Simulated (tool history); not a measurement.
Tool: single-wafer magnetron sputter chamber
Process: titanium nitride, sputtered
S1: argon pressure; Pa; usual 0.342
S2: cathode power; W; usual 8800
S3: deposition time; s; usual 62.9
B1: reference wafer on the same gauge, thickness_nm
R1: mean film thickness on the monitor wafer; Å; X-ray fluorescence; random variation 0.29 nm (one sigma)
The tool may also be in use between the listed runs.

Run 1, day 0.000: usual settings; B1 122.034. Result: R1 1054.15 Å.
Run 2, day 0.350: usual settings; B1 121.999. Result: R1 1050.32 Å.
Run 3, day 0.871: usual settings but S2 9600 W; B1 121.977. Result: R1 1152.26 Å.
Run 4, day 2.254: usual settings but S2 9600 W; B1 122.045. Result: R1 1149.67 Å.
Run 5, day 2.758: usual settings; B1 121.989. Result: R1 1059.14 Å.
Run 6, day 3.175: usual settings; B1 121.964. Result: R1 1055.28 Å.
Run 7, day 3.467: usual settings; B1 121.990. Result: R1 1056.44 Å.
Run 8, day 4.071: usual settings; B1 121.990. Result: R1 1058.41 Å.
At day 4.688: capacitance manometer re-zeroed and calibrated.
Run 9, day 4.708: usual settings; B1 121.953. Result: R1 1056.80 Å.
At day 5.258: sputter target and shields replaced.
Run 10, day 5.279: usual settings; B1 122.080. Result: R1 1053.71 Å.
Run 11, day 5.812: usual settings but S2 9850 W; B1 121.972. Result: R1 1184.85 Å.
Run 12, day 7.538: usual settings; B1 121.913. Result: R1 1062.53 Å.
Run 13, day 7.912: usual settings; B1 122.033. Result: R1 1053.55 Å.
Run 14, day 8.246: usual settings but S1 0.235 Pa, S2 7850 W; B1 121.918. Result: R1 982.51 Å.

Run 15 comes next. What will it give?
At day 8.538: gauge calibrated.
At day 8.962: magnet pack replaced.
Run 15, day 8.983: usual settings but S1 0.238 Pa; B1 ?. Result: R1 ?.

B1: 121.976
R1: 1091.00 Å
Without the tool's hidden state the same run would have given R1 1091.00 Å.
